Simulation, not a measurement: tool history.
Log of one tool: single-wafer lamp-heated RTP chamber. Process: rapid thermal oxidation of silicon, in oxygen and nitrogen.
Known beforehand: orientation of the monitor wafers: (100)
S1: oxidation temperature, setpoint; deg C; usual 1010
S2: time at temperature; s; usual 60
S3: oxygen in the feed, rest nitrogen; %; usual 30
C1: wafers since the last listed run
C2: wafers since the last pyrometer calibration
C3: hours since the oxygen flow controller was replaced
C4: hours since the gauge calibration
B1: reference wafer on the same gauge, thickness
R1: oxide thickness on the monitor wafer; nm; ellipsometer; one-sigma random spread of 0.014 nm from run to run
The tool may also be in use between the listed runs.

run 1 hour=0.0 | S1=1010 S2=60 S3=30 | C1=0 C2=1972 C3=4555.6 C4=345.8 | B1=4.249 | R1=4.779
run 2 hour=30.3 | S1=1010 S2=60 S3=17 | C1=297 C2=2270 C3=4585.9 C4=376.1 | B1=4.249 | R1=4.033
-- hour=78.3 pyrometer window cleaned and pyrometer calibrated
run 3 hour=95.1 | S1=1010 S2=60 S3=17 | C1=558 C2=165 C3=4650.7 C4=440.9 | B1=4.246 | R1=3.968
run 4 hour=146.8 | S1=1027 S2=60 S3=30 | C1=508 C2=673 C3=4702.4 C4=492.6 | B1=4.249 | R1=5.289
run 5 hour=172.6 | S1=1010 S2=80 S3=30 | C1=253 C2=926 C3=4728.2 C4=518.4 | B1=4.253 | R1=5.368
run 6 hour=198.5 | S1=1010 S2=80 S3=30 | C1=254 C2=1181 C3=4754.1 C4=544.3 | B1=4.249 | R1=5.403
run 7 hour=259.5 | S1=1010 S2=80 S3=30 | C1=599 C2=1781 C3=4815.1 C4=605.3 | B1=4.250 | R1=5.374
run 8 hour=301.5 | S1=1010 S2=60 S3=30 | C1=412 C2=2193 C3=4857.1 C4=647.3 | B1=4.259 | R1=4.823
-- hour=313.8 pyrometer window cleaned and pyrometer calibrated
run 9 hour=373.0 | S1=1010 S2=60 S3=30 | C1=624 C2=582 C3=4928.6 C4=718.8 | B1=4.253 | R1=5.001
run 10 hour=440.3 | S1=1010 S2=60 S3=30 | C1=661 C2=1243 C3=4995.9 C4=786.1 | B1=4.250 | R1=5.026
-- hour=478.8 pyrometer window cleaned and pyrometer calibrated, repeated, since the last time left the tool worse
run 11 hour=482.5 | S1=1016 S2=60 S3=30 | C1=336 C2=36 C3=5038.1 C4=828.3 | B1=4.249 | R1=4.821
run 12 hour=507.5 | S1=1016 S2=60 S3=30 | C1=245 C2=281 C3=5063.1 C4=853.3 | B1=4.245 | R1=4.896
run 13 hour=538.2 | S1=1016 S2=60 S3=30 | C1=301 C2=583 C3=5093.8 C4=884.0 | B1=4.248 | R1=4.919
run 14 hour=676.9 | S1=1010 S2=60 S3=30 | C1=1363 C2=1947 C3=5232.5 C4=1022.7 | B1=4.246 | R1=4.794
-- hour=703.2 gauge calibrated
run 15 hour=726.7 | S1=1030 S2=51 S3=30 | C1=489 C2=2436 C3=5282.3 C4=23.5 | B1=4.249 | R1=5.094
-- hour=749.9 pyrometer window cleaned and pyrometer calibrated
run 16 hour=757.2 | S1=1010 S2=70 S3=30 | C1=221 C2=71 C3=5312.8 C4=54.0 | B1=4.252 | R1=4.951
run 17 hour=808.0 | S1=1010 S2=60 S3=30 | C1=499 C2=570 C3=5363.6 C4=104.8 | B1=4.257 | R1=4.709
run 18 hour=845.7 | S1=1010 S2=80 S3=30 | C1=370 C2=941 C3=5401.3 C4=142.5 | B1=4.251 | R1=5.353
run 19 hour=898.3 | S1=1032 S2=37 S3=40 | C1=517 C2=1458 C3=5453.9 C4=195.1 | B1=4.258 | R1=4.936
run 20 hour=957.3 | S1=1010 S2=84 S3=30 | C1=579 C2=2038 C3=5512.9 C4=254.1 | B1=4.252 | R1=5.485

Predict the results of run 21:
-- hour=988.6 pyrometer window cleaned and pyrometer calibrated
-- hour=993.6 oxygen flow controller replaced
run 21 hour=994.1 | S1=1010 S2=60 S3=60 | C1=233 C2=4 C3=0.5 C4=290.9 | B1=? | R1=?

Run 21 yielded B1 4.248, R1 5.834 nm.
With no hidden state in the tool, this same run would have given R1 5.807 nm.
